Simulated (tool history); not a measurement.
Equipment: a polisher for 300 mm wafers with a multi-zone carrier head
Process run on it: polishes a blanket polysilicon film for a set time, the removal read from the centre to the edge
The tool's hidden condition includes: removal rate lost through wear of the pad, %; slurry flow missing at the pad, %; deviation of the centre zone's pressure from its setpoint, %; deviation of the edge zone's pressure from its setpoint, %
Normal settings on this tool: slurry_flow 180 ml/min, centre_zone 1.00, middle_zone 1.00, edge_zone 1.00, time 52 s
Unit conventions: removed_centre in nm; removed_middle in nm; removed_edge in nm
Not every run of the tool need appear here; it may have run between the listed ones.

| run | hour | slurry_flow | centre_zone | middle_zone | edge_zone | time | wafers since the last listed run | wafers polished on this pad | hours since the slurry nozzle was cleaned | hours since the centre zone pressure was calibrated | hours since the edge zone pressure was calibrated | hours since the carrier head's membrane was replaced | incoming thickness of the incoming film, nm | removed_centre | removed_middle | removed_edge |
|---|---|---|---|---|---|---|---|---|---|---|---|---|---|---|---|---|
| 1 | 0.0 | 180 | 1.00 | 1.00 | 1.00 | 52 | 0 | 1266 | 478.9 | 181.7 | 863.1 | 252.7 | 2193.1 | 352.7 | 366.8 | 376.1 |
| 2 | 23.3 | 180 | 1.00 | 1.00 | 1.00 | 52 | 342 | 1609 | 502.2 | 205.0 | 886.4 | 276.0 | 2224.4 | 347.7 | 356.6 | 371.0 |
|  | 35.5 | slurry nozzle cleaned |
| 3 | 49.4 | 180 | 1.00 | 1.00 | 1.00 | 52 | 369 | 1978 | 13.9 | 231.1 | 912.5 | 302.1 | 2227.2 | 412.2 | 409.4 | 409.0 |
| 4 | 80.6 | 180 | 1.00 | 1.07 | 1.00 | 52 | 458 | 2437 | 45.1 | 262.3 | 943.7 | 333.3 | 2229.9 | 398.0 | 437.8 | 410.4 |
| 5 | 104.0 | 180 | 1.00 | 1.00 | 1.00 | 52 | 344 | 2781 | 68.5 | 285.7 | 967.1 | 356.7 | 2203.5 | 399.3 | 410.2 | 411.0 |
| 6 | 125.8 | 180 | 1.00 | 0.92 | 1.00 | 69 | 320 | 3102 | 90.3 | 307.5 | 988.9 | 378.5 | 2225.5 | 532.7 | 508.4 | 546.3 |
| 7 | 138.6 | 180 | 1.00 | 1.00 | 1.00 | 52 | 188 | 3290 | 103.1 | 320.3 | 1001.7 | 391.3 | 2229.1 | 409.0 | 411.3 | 407.3 |
| 8 | 171.3 | 180 | 1.00 | 1.00 | 1.00 | 52 | 480 | 3771 | 135.8 | 353.0 | 1034.4 | 424.0 | 2206.2 | 401.9 | 404.8 | 413.0 |
|  | 188.3 | worn pad replaced by a new one |
| 9 | 191.7 | 230 | 1.00 | 1.00 | 1.00 | 37 | 241 | 49 | 156.2 | 373.4 | 1054.8 | 444.4 | 2212.0 | 292.8 | 296.8 | 300.4 |
|  | 205.8 | edge zone pressure recalibrated |
| 10 | 215.6 | 245 | 1.00 | 0.90 | 1.00 | 52 | 322 | 371 | 180.1 | 397.3 | 9.8 | 468.3 | 2271.2 | 420.9 | 391.1 | 422.6 |
| 11 | 249.3 | 180 | 0.93 | 1.00 | 1.00 | 70 | 495 | 867 | 213.8 | 431.0 | 43.5 | 502.0 | 2262.0 | 502.7 | 539.4 | 549.4 |
| 12 | 275.7 | 150 | 0.92 | 1.00 | 1.08 | 52 | 388 | 1255 | 240.2 | 457.4 | 69.9 | 528.4 | 2274.4 | 354.2 | 393.0 | 410.0 |
| 13 | 302.1 | 180 | 1.00 | 1.00 | 1.00 | 52 | 388 | 1643 | 266.6 | 483.8 | 96.3 | 554.8 | 2194.1 | 394.1 | 399.8 | 400.1 |
| 14 | 331.7 | 180 | 1.00 | 1.00 | 1.00 | 52 | 435 | 2079 | 296.2 | 513.4 | 125.9 | 584.4 | 2256.7 | 380.7 | 401.4 | 402.3 |
| 15 | 346.8 | 180 | 1.00 | 1.00 | 1.10 | 52 | 222 | 2301 | 311.3 | 528.5 | 141.0 | 599.5 | 2200.0 | 384.7 | 388.9 | 422.6 |
| 16 | 372.9 | 180 | 1.08 | 0.91 | 1.00 | 52 | 383 | 2685 | 337.4 | 554.6 | 167.1 | 625.6 | 2200.7 | 398.4 | 364.9 | 398.5 |
| 17 | 392.0 | 140 | 0.95 | 1.04 | 1.00 | 42 | 280 | 2965 | 356.5 | 573.7 | 186.2 | 644.7 | 2219.0 | 268.6 | 306.4 | 304.8 |
|  | 451.9 | worn pad replaced by a new one |
| 18 | 486.2 | 135 | 1.00 | 1.00 | 1.00 | 64 | 1326 | 505 | 450.7 | 667.9 | 280.4 | 738.9 | 2199.2 | 393.5 | 416.0 | 444.9 |
|  | 513.7 | slurry nozzle cleaned |
| 19 | 520.2 | 180 | 1.00 | 1.00 | 1.07 | 35 | 485 | 990 | 6.5 | 701.9 | 314.4 | 772.9 | 2183.4 | 264.4 | 275.7 | 285.3 |
|  | 540.8 | carrier head's membrane replaced by a new one |
| 20 | 541.3 | 180 | 1.00 | 1.00 | 1.00 | 52 | 236 | 1227 | 27.6 | 723.0 | 335.5 | 0.5 | 2266.2 | 381.3 | 406.4 | 411.7 |
| 21 | 574.0 | 180 | 0.97 | 1.00 | 1.00 | 52 | 480 | 1708 | 60.3 | 755.7 | 368.2 | 33.2 | 2237.9 | 370.8 | 406.6 | 409.1 |
| 22 | 603.5 | 150 | 0.96 | 0.93 | 0.88 | 52 | 433 | 2141 | 89.8 | 785.2 | 397.7 | 62.7 | 2233.3 | 349.9 | 371.3 | 375.4 |

Table of differences, measured result less the result of that run with no hidden state. Run-to-run variation is the same in both. Gauge scatter possibly is not:
| run | removed_centre | removed_middle | removed_edge |
|---|---|---|---|
| 1 | -62.5 | -50.2 | -35.5 |
| 2 | -73.4 | -58.3 | -41.4 |
| 3 | -10.4 | -1.4 | -1.0 |
| 4 | -11.3 | -1.8 | -1.2 |
| 5 | -12.4 | -2.0 | -1.5 |
| 6 | -18.0 | -3.0 | -2.4 |
| 7 | -14.6 | -2.7 | -2.0 |
| 8 | -16.5 | -3.7 | -2.8 |
| 9 | -12.2 | -2.6 | -1.9 |
| 10 | -19.1 | -4.0 | -3.3 |
| 11 | -29.3 | -10.2 | -7.6 |
| 12 | -25.4 | -11.1 | -8.3 |
| 13 | -29.1 | -11.5 | -8.4 |
| 14 | -32.2 | -14.4 | -10.5 |
| 15 | -34.9 | -15.6 | -12.3 |
| 16 | -40.8 | -17.7 | -14.0 |
| 17 | -35.9 | -22.2 | -15.3 |
| 18 | -92.2 | -61.3 | -43.4 |
| 19 | -17.5 | -2.2 | -1.8 |
| 20 | -26.0 | -3.4 | -2.5 |
| 21 | -26.6 | -3.7 | -2.9 |
| 22 | -27.6 | -4.8 | -3.5 |
